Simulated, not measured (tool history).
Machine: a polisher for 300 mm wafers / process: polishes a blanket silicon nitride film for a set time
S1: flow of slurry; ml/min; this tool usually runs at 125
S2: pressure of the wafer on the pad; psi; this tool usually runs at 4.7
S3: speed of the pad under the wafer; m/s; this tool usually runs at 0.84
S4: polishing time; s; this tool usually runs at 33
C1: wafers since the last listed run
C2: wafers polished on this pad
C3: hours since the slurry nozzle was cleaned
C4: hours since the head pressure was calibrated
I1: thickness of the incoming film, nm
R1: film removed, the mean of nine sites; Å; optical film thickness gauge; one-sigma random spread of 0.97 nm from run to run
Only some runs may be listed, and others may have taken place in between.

{"run": 1, "day": 0.0, "S1": 125, "S2": 4.7, "S3": 0.84, "S4": 33, "C1": 0, "C2": 152, "C3": 181.3, "C4": 734.5, "I1": 920.8, "R1": 664}
{"run": 2, "day": 4.167, "S1": 125, "S2": 4.7, "S3": 0.84, "S4": 33, "C1": 672, "C2": 824, "C3": 281.3, "C4": 834.5, "I1": 907.6, "R1": 622}
{"run": 3, "day": 4.896, "S1": 125, "S2": 4.7, "S3": 0.84, "S4": 33, "C1": 117, "C2": 942, "C3": 298.8, "C4": 852, "I1": 907.6, "R1": 606}
{"run": 4, "day": 5.525, "S1": 125, "S2": 4.7, "S3": 0.84, "S4": 33, "C1": 101, "C2": 1044, "C3": 313.9, "C4": 867.1, "I1": 904.4, "R1": 621}
{"day": 6.433, "done": "worn pad replaced by a new one"}
{"run": 5, "day": 6.638, "S1": 125, "S2": 4.7, "S3": 0.84, "S4": 33, "C1": 152, "C2": 32, "C3": 340.6, "C4": 893.8, "I1": 903.5, "R1": 664}
{"run": 6, "day": 7.775, "S1": 150, "S2": 4.7, "S3": 0.84, "S4": 36, "C1": 183, "C2": 216, "C3": 367.9, "C4": 921.1, "I1": 914.3, "R1": 739}
{"run": 7, "day": 8.858, "S1": 150, "S2": 4.7, "S3": 0.84, "S4": 36, "C1": 174, "C2": 391, "C3": 393.9, "C4": 947.1, "I1": 908.8, "R1": 726}
{"run": 8, "day": 9.883, "S1": 125, "S2": 5.2, "S3": 1.06, "S4": 33, "C1": 165, "C2": 556, "C3": 418.5, "C4": 971.7, "I1": 895.8, "R1": 802}
{"run": 9, "day": 11.05, "S1": 125, "S2": 4.7, "S3": 0.84, "S4": 33, "C1": 188, "C2": 744, "C3": 446.5, "C4": 999.7, "I1": 894.5, "R1": 603}
{"run": 10, "day": 11.575, "S1": 125, "S2": 4.7, "S3": 0.84, "S4": 33, "C1": 84, "C2": 829, "C3": 459.1, "C4": 1012.3, "I1": 910.7, "R1": 583}
{"run": 11, "day": 12.688, "S1": 125, "S2": 4.7, "S3": 0.84, "S4": 33, "C1": 179, "C2": 1008, "C3": 485.8, "C4": 1039, "I1": 907.8, "R1": 580}
{"run": 12, "day": 14.062, "S1": 125, "S2": 3.5, "S3": 1.08, "S4": 33, "C1": 221, "C2": 1230, "C3": 518.8, "C4": 1072, "I1": 911.2, "R1": 499}
{"run": 13, "day": 14.854, "S1": 125, "S2": 3.5, "S3": 1.08, "S4": 33, "C1": 127, "C2": 1358, "C3": 537.8, "C4": 1091, "I1": 914.2, "R1": 481}
{"day": 15.158, "done": "slurry nozzle cleaned"}
{"day": 15.475, "done": "worn pad replaced by a new one"}
{"run": 14, "day": 15.738, "S1": 125, "S2": 4.7, "S3": 0.84, "S4": 33, "C1": 108, "C2": 42, "C3": 13.9, "C4": 1112.2, "I1": 910.7, "R1": 681}
{"day": 16.725, "done": "head pressure recalibrated"}
{"run": 15, "day": 17.083, "S1": 125, "S2": 4.7, "S3": 0.84, "S4": 33, "C1": 203, "C2": 245, "C3": 46.2, "C4": 8.6, "I1": 913.9, "R1": 666}
{"run": 16, "day": 17.692, "S1": 125, "S2": 4, "S3": 0.84, "S4": 33, "C1": 98, "C2": 344, "C3": 60.8, "C4": 23.2, "I1": 913, "R1": 560}
{"run": 17, "day": 18.975, "S1": 155, "S2": 3.9, "S3": 0.98, "S4": 41, "C1": 207, "C2": 551, "C3": 91.6, "C4": 54, "I1": 918.6, "R1": 797}
{"run": 18, "day": 20.296, "S1": 145, "S2": 4.7, "S3": 0.84, "S4": 33, "C1": 213, "C2": 764, "C3": 123.3, "C4": 85.7, "I1": 902.3, "R1": 667}
{"run": 19, "day": 21.417, "S1": 135, "S2": 4.7, "S3": 0.84, "S4": 39, "C1": 180, "C2": 945, "C3": 150.2, "C4": 112.6, "I1": 917.7, "R1": 752}
{"run": 20, "day": 22.775, "S1": 90, "S2": 4.7, "S3": 0.84, "S4": 33, "C1": 219, "C2": 1164, "C3": 182.8, "C4": 145.2, "I1": 903.7, "R1": 550}
{"run": 21, "day": 23.404, "S1": 125, "S2": 4.7, "S3": 0.84, "S4": 33, "C1": 101, "C2": 1265, "C3": 197.9, "C4": 160.3, "I1": 913.5, "R1": 594}
{"day": 24.533, "done": "worn pad replaced by a new one"}
{"run": 22, "day": 24.683, "S1": 125, "S2": 4.7, "S3": 0.84, "S4": 33, "C1": 179, "C2": 24, "C3": 228.6, "C4": 191, "I1": 919.7, "R1": 670}
{"run": 23, "day": 26.046, "S1": 125, "S2": 4.7, "S3": 0.84, "S4": 38, "C1": 219, "C2": 244, "C3": 261.3, "C4": 223.7, "I1": 911.5, "R1": 734}
{"run": 24, "day": 26.675, "S1": 125, "S2": 4.7, "S3": 0.56, "S4": 42, "C1": 101, "C2": 345, "C3": 276.4, "C4": 238.8, "I1": 919, "R1": 612}
{"run": 25, "day": 28.158, "S1": 125, "S2": 4.7, "S3": 1.08, "S4": 33, "C1": 239, "C2": 585, "C3": 312, "C4": 274.4, "I1": 894.5, "R1": 751}
{"run": 26, "day": 29.225, "S1": 125, "S2": 4.7, "S3": 0.84, "S4": 39, "C1": 172, "C2": 757, "C3": 337.6, "C4": 300, "I1": 905.5, "R1": 714}
{"run": 27, "day": 29.796, "S1": 125, "S2": 6.2, "S3": 0.64, "S4": 33, "C1": 92, "C2": 849, "C3": 351.3, "C4": 313.7, "I1": 923.1, "R1": 646}
{"run": 28, "day": 30.688, "S1": 125, "S2": 4.7, "S3": 1.1, "S4": 43, "C1": 143, "C2": 993, "C3": 372.7, "C4": 335.1, "I1": 915.1, "R1": 934}
{"run": 29, "day": 32.15, "S1": 125, "S2": 4.7, "S3": 0.84, "S4": 33, "C1": 236, "C2": 1229, "C3": 407.8, "C4": 370.2, "I1": 921.6, "R1": 579}
{"day": 32.404, "done": "worn pad replaced by a new one"}
{"run": 30, "day": 33.171, "S1": 140, "S2": 4.7, "S3": 1.02, "S4": 44, "C1": 137, "C2": 123, "C3": 432.3, "C4": 394.7, "I1": 899.9, "R1": 988}
{"run": 31, "day": 33.738, "S1": 125, "S2": 4.7, "S3": 0.84, "S4": 33, "C1": 91, "C2": 215, "C3": 445.9, "C4": 408.3, "I1": 894.8, "R1": 605}
{"run": 32, "day": 34.454, "S1": 125, "S2": 4.7, "S3": 0.84, "S4": 33, "C1": 115, "C2": 330, "C3": 463.1, "C4": 425.5, "I1": 915.2, "R1": 607}
{"run": 33, "day": 35.775, "S1": 125, "S2": 4.7, "S3": 0.84, "S4": 33, "C1": 213, "C2": 543, "C3": 494.8, "C4": 457.2, "I1": 910.5, "R1": 592}
{"run": 34, "day": 36.342, "S1": 105, "S2": 4.7, "S3": 0.84, "S4": 33, "C1": 91, "C2": 635, "C3": 508.4, "C4": 470.8, "I1": 915, "R1": 530}
{"run": 35, "day": 37.808, "S1": 155, "S2": 4.7, "S3": 0.84, "S4": 22, "C1": 236, "C2": 871, "C3": 543.6, "C4": 506, "I1": 899, "R1": 394}
{"run": 36, "day": 38.425, "S1": 100, "S2": 5.7, "S3": 0.94, "S4": 27, "C1": 99, "C2": 971, "C3": 558.4, "C4": 520.8, "I1": 909.2, "R1": 529}
{"run": 37, "day": 39.725, "S1": 140, "S2": 3.5, "S3": 1, "S4": 23, "C1": 209, "C2": 1181, "C3": 589.6, "C4": 552, "I1": 910.3, "R1": 318}

Alternative continuations, all from the tool just after run 37; predict every row:
{"run": "A", "day": 39.742, "S1": 125, "S2": 4.7, "S3": 0.84, "S4": 33, "C1": 2, "C2": 1183, "C3": 590, "C4": 552.4, "I1": 902.4, "R1": "?"}
{"run": "B", "day": 39.742, "S1": 110, "S2": 4.7, "S3": 1.02, "S4": 33, "C1": 2, "C2": 1183, "C3": 590, "C4": 552.4, "I1": 902.4, "R1": "?"}
{"run": "C", "day": 39.742, "S1": 145, "S2": 4.7, "S3": 0.84, "S4": 26, "C1": 2, "C2": 1183, "C3": 590, "C4": 552.4, "I1": 902.4, "R1": "?"}
{"run": "D", "day": 39.742, "S1": 125, "S2": 3.5, "S3": 1.14, "S4": 33, "C1": 2, "C2": 1183, "C3": 590, "C4": 552.4, "I1": 902.4, "R1": "?"}

run=A R1=522
run=B R1=568
run=C R1=436
run=D R1=486
The same runs, with their run-to-run variation unchanged, on a tool lacking any hidden condition would have given:
run=A R1=728
run=B R1=812
run=C R1=592
run=D R1=677

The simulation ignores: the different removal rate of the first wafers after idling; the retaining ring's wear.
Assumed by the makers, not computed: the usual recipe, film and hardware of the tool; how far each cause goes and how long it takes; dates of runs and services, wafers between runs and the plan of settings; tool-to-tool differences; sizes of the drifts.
